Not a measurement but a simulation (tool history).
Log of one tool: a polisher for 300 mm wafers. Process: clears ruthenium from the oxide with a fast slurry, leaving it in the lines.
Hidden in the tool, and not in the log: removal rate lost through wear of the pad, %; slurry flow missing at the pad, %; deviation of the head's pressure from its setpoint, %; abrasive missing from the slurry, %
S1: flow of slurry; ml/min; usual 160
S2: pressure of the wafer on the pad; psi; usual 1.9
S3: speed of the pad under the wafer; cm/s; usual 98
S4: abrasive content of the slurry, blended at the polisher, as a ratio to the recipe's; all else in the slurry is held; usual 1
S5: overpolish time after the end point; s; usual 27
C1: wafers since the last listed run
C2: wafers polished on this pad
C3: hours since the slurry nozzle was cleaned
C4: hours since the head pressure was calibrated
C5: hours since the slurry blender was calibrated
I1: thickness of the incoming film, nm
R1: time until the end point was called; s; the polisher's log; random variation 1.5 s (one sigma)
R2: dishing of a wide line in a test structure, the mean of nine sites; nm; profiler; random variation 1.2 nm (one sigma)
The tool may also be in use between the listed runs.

{"run": 1, "day": 0.0, "S1": 160, "S2": 1.9, "S3": 98, "S4": 1, "S5": 27, "C1": 0, "C2": 2635, "C3": 362.8, "C4": 679, "C5": 283.7, "I1": 265, "R1": 88.9, "R2": 57.7}
{"day": 0.792, "done": "worn pad replaced by a new one"}
{"run": 2, "day": 2.479, "S1": 160, "S2": 1.9, "S3": 98, "S4": 1, "S5": 27, "C1": 405, "C2": 296, "C3": 422.3, "C4": 738.5, "C5": 343.2, "I1": 262.7, "R1": 93.1, "R2": 55.9}
{"run": 3, "day": 4.4, "S1": 160, "S2": 1.9, "S3": 98, "S4": 1, "S5": 27, "C1": 337, "C2": 633, "C3": 468.4, "C4": 784.6, "C5": 389.3, "I1": 259.8, "R1": 96.4, "R2": 54.4}
{"day": 4.692, "done": "head pressure recalibrated"}
{"day": 5.892, "done": "slurry blender recalibrated"}
{"run": 4, "day": 16.6, "S1": 160, "S2": 1.9, "S3": 98, "S4": 1, "S5": 27, "C1": 2112, "C2": 2745, "C3": 761.2, "C4": 285.8, "C5": 257, "I1": 260.7, "R1": 94.7, "R2": 54}
{"run": 5, "day": 18.183, "S1": 160, "S2": 1.9, "S3": 98, "S4": 1, "S5": 27, "C1": 277, "C2": 3023, "C3": 799.2, "C4": 323.8, "C5": 295, "I1": 256.3, "R1": 96.2, "R2": 51.9}
{"day": 19.075, "done": "worn pad replaced by a new one"}
{"run": 6, "day": 21.062, "S1": 160, "S2": 1.9, "S3": 98, "S4": 1, "S5": 27, "C1": 476, "C2": 348, "C3": 868.3, "C4": 392.9, "C5": 364.1, "I1": 260.2, "R1": 100.4, "R2": 49.3}
{"day": 23.779, "done": "slurry blender recalibrated"}
{"run": 7, "day": 24.875, "S1": 160, "S2": 2.3, "S3": 98, "S4": 1.25, "S5": 27, "C1": 654, "C2": 1003, "C3": 959.8, "C4": 484.4, "C5": 26.3, "I1": 256.7, "R1": 66.3, "R2": 66.2}
{"day": 25.067, "done": "slurry nozzle cleaned"}
{"run": 8, "day": 28.329, "S1": 160, "S2": 2.3, "S3": 98, "S4": 1.25, "S5": 27, "C1": 598, "C2": 1602, "C3": 78.3, "C4": 567.3, "C5": 109.2, "I1": 260.4, "R1": 65.2, "R2": 71.7}
{"run": 9, "day": 32.729, "S1": 160, "S2": 2.3, "S3": 98, "S4": 1.25, "S5": 27, "C1": 772, "C2": 2374, "C3": 183.9, "C4": 672.9, "C5": 214.8, "I1": 259, "R1": 61.8, "R2": 70.1}
{"day": 34.958, "done": "worn pad replaced by a new one"}
{"run": 10, "day": 35.129, "S1": 160, "S2": 1.9, "S3": 98, "S4": 1, "S5": 27, "C1": 392, "C2": 29, "C3": 241.5, "C4": 730.5, "C5": 272.4, "I1": 266.1, "R1": 90.6, "R2": 56}
{"day": 37.442, "done": "head pressure recalibrated"}
{"run": 11, "day": 38.467, "S1": 160, "S2": 1.9, "S3": 98, "S4": 1, "S5": 27, "C1": 571, "C2": 600, "C3": 321.6, "C4": 24.6, "C5": 352.5, "I1": 262.9, "R1": 91.6, "R2": 53.2}
{"run": 12, "day": 40.146, "S1": 160, "S2": 1.9, "S3": 98, "S4": 1, "S5": 27, "C1": 294, "C2": 895, "C3": 361.9, "C4": 64.9, "C5": 392.8, "I1": 263.7, "R1": 95.3, "R2": 53.3}
{"day": 43.112, "done": "slurry blender recalibrated"}
{"run": 13, "day": 44.292, "S1": 190, "S2": 1.9, "S3": 98, "S4": 1, "S5": 27, "C1": 713, "C2": 1608, "C3": 461.4, "C4": 164.4, "C5": 28.3, "I1": 261.6, "R1": 84.6, "R2": 56.9}
{"run": 14, "day": 47.554, "S1": 160, "S2": 1.7, "S3": 66, "S4": 1.15, "S5": 31, "C1": 572, "C2": 2181, "C3": 539.7, "C4": 242.7, "C5": 106.6, "I1": 262.1, "R1": 136.4, "R2": 43.9}
{"day": 54.062, "done": "worn pad replaced by a new one"}
{"run": 15, "day": 60.112, "S1": 160, "S2": 1.9, "S3": 98, "S4": 0.9, "S5": 27, "C1": 2175, "C2": 1061, "C3": 841.1, "C4": 544.1, "C5": 408, "I1": 256.7, "R1": 111.5, "R2": 45.5}
{"day": 60.221, "done": "slurry blender recalibrated"}
{"run": 16, "day": 61.612, "S1": 160, "S2": 1.7, "S3": 130, "S4": 1, "S5": 27, "C1": 248, "C2": 1310, "C3": 877.1, "C4": 580.1, "C5": 33.4, "I1": 257, "R1": 77.9, "R2": 61.2}
{"run": 17, "day": 64.95, "S1": 160, "S2": 1.9, "S3": 98, "S4": 1, "S5": 27, "C1": 585, "C2": 1896, "C3": 957.2, "C4": 660.2, "C5": 113.5, "I1": 258.3, "R1": 97.8, "R2": 51.7}
{"day": 65.233, "done": "slurry nozzle cleaned"}
{"run": 18, "day": 67.775, "S1": 160, "S2": 2.5, "S3": 98, "S4": 1, "S5": 27, "C1": 488, "C2": 2384, "C3": 61, "C4": 728, "C5": 181.3, "I1": 260.3, "R1": 64, "R2": 68.7}
{"day": 70.208, "done": "head pressure recalibrated"}
{"run": 19, "day": 70.971, "S1": 160, "S2": 1.4, "S3": 98, "S4": 0.7, "S5": 22, "C1": 546, "C2": 2931, "C3": 137.7, "C4": 18.3, "C5": 258, "I1": 263.2, "R1": 147.6, "R2": 31.2}
{"day": 71.162, "done": "worn pad replaced by a new one"}
{"run": 20, "day": 74.904, "S1": 160, "S2": 2.2, "S3": 98, "S4": 1, "S5": 27, "C1": 661, "C2": 656, "C3": 232.1, "C4": 112.7, "C5": 352.4, "I1": 263.8, "R1": 82.5, "R2": 57.5}
{"run": 21, "day": 77.183, "S1": 160, "S2": 1.9, "S3": 98, "S4": 1.25, "S5": 27, "C1": 400, "C2": 1056, "C3": 286.8, "C4": 167.4, "C5": 407.1, "I1": 260.4, "R1": 87.6, "R2": 56.2}
{"run": 22, "day": 79.058, "S1": 160, "S2": 1.9, "S3": 98, "S4": 1, "S5": 27, "C1": 329, "C2": 1386, "C3": 331.8, "C4": 212.4, "C5": 452.1, "I1": 257, "R1": 99.9, "R2": 48.1}
{"day": 79.879, "done": "slurry blender recalibrated"}
{"run": 23, "day": 82.379, "S1": 160, "S2": 2.4, "S3": 126, "S4": 1.25, "S5": 27, "C1": 568, "C2": 1954, "C3": 411.5, "C4": 292.1, "C5": 60, "I1": 257.6, "R1": 47.2, "R2": 81}
{"run": 24, "day": 85.142, "S1": 160, "S2": 1.9, "S3": 98, "S4": 1, "S5": 27, "C1": 484, "C2": 2439, "C3": 477.8, "C4": 358.4, "C5": 126.3, "I1": 259.4, "R1": 85.5, "R2": 55.2}
{"run": 25, "day": 88.45, "S1": 160, "S2": 1.9, "S3": 98, "S4": 1, "S5": 27, "C1": 580, "C2": 3019, "C3": 557.2, "C4": 437.8, "C5": 205.7, "I1": 264.1, "R1": 91, "R2": 53.2}

5 ways to go on from here, each from the tool as it stands after run 25. What would each give?
{"run": "A", "day": 88.471, "S1": 130, "S2": 1.9, "S3": 98, "S4": 1, "S5": 27, "C1": 2, "C2": 3022, "C3": 557.7, "C4": 438.3, "C5": 206.2, "I1": 258.8, "R1": "?", "R2": "?"}
{"run": "B", "day": 88.471, "S1": 125, "S2": 1.9, "S3": 98, "S4": 1, "S5": 27, "C1": 2, "C2": 3022, "C3": 557.7, "C4": 438.3, "C5": 206.2, "I1": 258.8, "R1": "?", "R2": "?"}
{"run": "C", "day": 88.471, "S1": 160, "S2": 1.9, "S3": 82, "S4": 1, "S5": 27, "C1": 2, "C2": 3022, "C3": 557.7, "C4": 438.3, "C5": 206.2, "I1": 258.8, "R1": "?", "R2": "?"}
{"run": "D", "day": 88.471, "S1": 160, "S2": 1.9, "S3": 74, "S4": 1.15, "S5": 40, "C1": 2, "C2": 3022, "C3": 557.7, "C4": 438.3, "C5": 206.2, "I1": 258.8, "R1": "?", "R2": "?"}
{"run": "E", "day": 88.471, "S1": 115, "S2": 2.4, "S3": 88, "S4": 0.85, "S5": 27, "C1": 2, "C2": 3022, "C3": 557.7, "C4": 438.3, "C5": 206.2, "I1": 258.8, "R1": "?", "R2": "?"}

run=A R1=91.4 R2=51.8
run=B R1=92.4 R2=51.4
run=C R1=103.8 R2=47
run=D R1=107.1 R2=61.2
run=E R1=91.6 R2=51.7
Without the tool's hidden state the same runs would have given:
run=A R1=82.8 R2=55.6
run=B R1=83.6 R2=55.3
run=C R1=94.9 R2=50.3
run=D R1=98.3 R2=64.8
run=E R1=82.1 R2=56
